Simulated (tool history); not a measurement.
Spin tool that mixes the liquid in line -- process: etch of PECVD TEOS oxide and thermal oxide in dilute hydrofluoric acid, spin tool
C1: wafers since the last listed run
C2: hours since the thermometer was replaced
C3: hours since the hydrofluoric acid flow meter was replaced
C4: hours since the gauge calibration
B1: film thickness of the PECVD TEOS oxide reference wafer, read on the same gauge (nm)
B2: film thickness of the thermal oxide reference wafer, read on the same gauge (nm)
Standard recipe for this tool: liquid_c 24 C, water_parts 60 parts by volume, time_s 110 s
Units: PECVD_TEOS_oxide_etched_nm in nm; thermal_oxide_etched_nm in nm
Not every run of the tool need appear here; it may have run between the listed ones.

{"run": 1, "hour": 0.0, "liquid_c": 24, "water_parts": 60, "time_s": 110, "C1": 0, "C2": 794.1, "C3": 1703.6, "C4": 502.7, "B1": 150, "B2": 70.01, "PECVD_TEOS_oxide_etched_nm": 13.77, "thermal_oxide_etched_nm": 8.97}
{"run": 2, "hour": 33.9, "liquid_c": 24, "water_parts": 60, "time_s": 110, "C1": 289, "C2": 828, "C3": 1737.5, "C4": 536.6, "B1": 149.99, "B2": 70.04, "PECVD_TEOS_oxide_etched_nm": 13.67, "thermal_oxide_etched_nm": 8.99}
{"run": 3, "hour": 61.7, "liquid_c": 27.5, "water_parts": 60, "time_s": 110, "C1": 237, "C2": 855.8, "C3": 1765.3, "C4": 564.4, "B1": 149.99, "B2": 70.03, "PECVD_TEOS_oxide_etched_nm": 15.98, "thermal_oxide_etched_nm": 10.38}
{"run": 4, "hour": 75.6, "liquid_c": 27.5, "water_parts": 60, "time_s": 110, "C1": 118, "C2": 869.7, "C3": 1779.2, "C4": 578.3, "B1": 150.01, "B2": 70, "PECVD_TEOS_oxide_etched_nm": 15.9, "thermal_oxide_etched_nm": 10.43}
{"run": 5, "hour": 106.3, "liquid_c": 24, "water_parts": 60, "time_s": 110, "C1": 262, "C2": 900.4, "C3": 1809.9, "C4": 609, "B1": 150.03, "B2": 70.01, "PECVD_TEOS_oxide_etched_nm": 13.87, "thermal_oxide_etched_nm": 9.07}
{"run": 6, "hour": 133.8, "liquid_c": 24, "water_parts": 60, "time_s": 110, "C1": 234, "C2": 927.9, "C3": 1837.4, "C4": 636.5, "B1": 150.02, "B2": 70.01, "PECVD_TEOS_oxide_etched_nm": 13.63, "thermal_oxide_etched_nm": 8.78}
{"run": 7, "hour": 167.1, "liquid_c": 24, "water_parts": 60, "time_s": 110, "C1": 284, "C2": 961.2, "C3": 1870.7, "C4": 669.8, "B1": 150.01, "B2": 70.03, "PECVD_TEOS_oxide_etched_nm": 13.54, "thermal_oxide_etched_nm": 8.88}
{"run": 8, "hour": 183.7, "liquid_c": 24, "water_parts": 60, "time_s": 110, "C1": 141, "C2": 977.8, "C3": 1887.3, "C4": 686.4, "B1": 149.98, "B2": 69.97, "PECVD_TEOS_oxide_etched_nm": 13.65, "thermal_oxide_etched_nm": 8.84}
{"hour": 211.1, "done": "gauge calibrated"}
{"run": 9, "hour": 226.8, "liquid_c": 24, "water_parts": 60, "time_s": 110, "C1": 368, "C2": 1020.9, "C3": 1930.4, "C4": 15.7, "B1": 149.98, "B2": 70, "PECVD_TEOS_oxide_etched_nm": 13.41, "thermal_oxide_etched_nm": 8.74}
{"run": 10, "hour": 260.7, "liquid_c": 24, "water_parts": 60, "time_s": 110, "C1": 289, "C2": 1054.8, "C3": 1964.3, "C4": 49.6, "B1": 150.01, "B2": 69.99, "PECVD_TEOS_oxide_etched_nm": 13.49, "thermal_oxide_etched_nm": 8.77}
{"run": 11, "hour": 276.3, "liquid_c": 24, "water_parts": 60, "time_s": 110, "C1": 133, "C2": 1070.4, "C3": 1979.9, "C4": 65.2, "B1": 150.03, "B2": 70, "PECVD_TEOS_oxide_etched_nm": 13.47, "thermal_oxide_etched_nm": 8.87}
{"run": 12, "hour": 289.8, "liquid_c": 24, "water_parts": 60, "time_s": 110, "C1": 115, "C2": 1083.9, "C3": 1993.4, "C4": 78.7, "B1": 149.99, "B2": 70, "PECVD_TEOS_oxide_etched_nm": 13.43, "thermal_oxide_etched_nm": 8.79}
{"run": 13, "hour": 313.0, "liquid_c": 24, "water_parts": 60, "time_s": 110, "C1": 198, "C2": 1107.1, "C3": 2016.6, "C4": 101.9, "B1": 150, "B2": 69.97, "PECVD_TEOS_oxide_etched_nm": 13.29, "thermal_oxide_etched_nm": 8.57}
{"run": 14, "hour": 343.2, "liquid_c": 24, "water_parts": 85, "time_s": 165, "C1": 257, "C2": 1137.3, "C3": 2046.8, "C4": 132.1, "B1": 150.02, "B2": 69.99, "PECVD_TEOS_oxide_etched_nm": 13.72, "thermal_oxide_etched_nm": 8.93}
{"run": 15, "hour": 355.3, "liquid_c": 24, "water_parts": 60, "time_s": 110, "C1": 103, "C2": 1149.4, "C3": 2058.9, "C4": 144.2, "B1": 150.01, "B2": 69.99, "PECVD_TEOS_oxide_etched_nm": 13.32, "thermal_oxide_etched_nm": 8.69}
{"run": 16, "hour": 388.1, "liquid_c": 24, "water_parts": 60, "time_s": 80, "C1": 280, "C2": 1182.2, "C3": 2091.7, "C4": 177, "B1": 149.99, "B2": 70.01, "PECVD_TEOS_oxide_etched_nm": 9.64, "thermal_oxide_etched_nm": 6.32}
{"run": 17, "hour": 401.3, "liquid_c": 26.5, "water_parts": 60, "time_s": 110, "C1": 112, "C2": 1195.4, "C3": 2104.9, "C4": 190.2, "B1": 150.01, "B2": 69.98, "PECVD_TEOS_oxide_etched_nm": 14.65, "thermal_oxide_etched_nm": 9.43}
{"hour": 454.1, "done": "hydrofluoric acid flow meter replaced"}
{"hour": 457.9, "done": "thermometer replaced"}
{"run": 18, "hour": 485.5, "liquid_c": 27.5, "water_parts": 80, "time_s": 110, "C1": 701, "C2": 27.6, "C3": 31.4, "C4": 274.4, "B1": 150.02, "B2": 70.01, "PECVD_TEOS_oxide_etched_nm": 12.22, "thermal_oxide_etched_nm": 8.02}
{"run": 19, "hour": 518.0, "liquid_c": 22.5, "water_parts": 50, "time_s": 175, "C1": 277, "C2": 60.1, "C3": 63.9, "C4": 306.9, "B1": 149.99, "B2": 69.99, "PECVD_TEOS_oxide_etched_nm": 26.75, "thermal_oxide_etched_nm": 17.46}
{"run": 20, "hour": 547.1, "liquid_c": 27.5, "water_parts": 60, "time_s": 110, "C1": 248, "C2": 89.2, "C3": 93, "C4": 336, "B1": 150.01, "B2": 69.99, "PECVD_TEOS_oxide_etched_nm": 17.02, "thermal_oxide_etched_nm": 10.91}

Predict the results of run 21:
{"run": 21, "hour": 582.7, "liquid_c": 24, "water_parts": 85, "time_s": 110, "C1": 303, "C2": 124.8, "C3": 128.6, "C4": 371.6, "B1": "?", "B2": "?", "PECVD_TEOS_oxide_etched_nm": "?", "thermal_oxide_etched_nm": "?"}

{"run 21": {"B1": 149.99, "B2": 69.97, "PECVD_TEOS_oxide_etched_nm": 10.01, "thermal_oxide_etched_nm": 6.54}}
Had the tool carried no hidden state, the very same run would have given PECVD_TEOS_oxide_etched_nm 10.26 nm, thermal_oxide_etched_nm 6.7 nm.

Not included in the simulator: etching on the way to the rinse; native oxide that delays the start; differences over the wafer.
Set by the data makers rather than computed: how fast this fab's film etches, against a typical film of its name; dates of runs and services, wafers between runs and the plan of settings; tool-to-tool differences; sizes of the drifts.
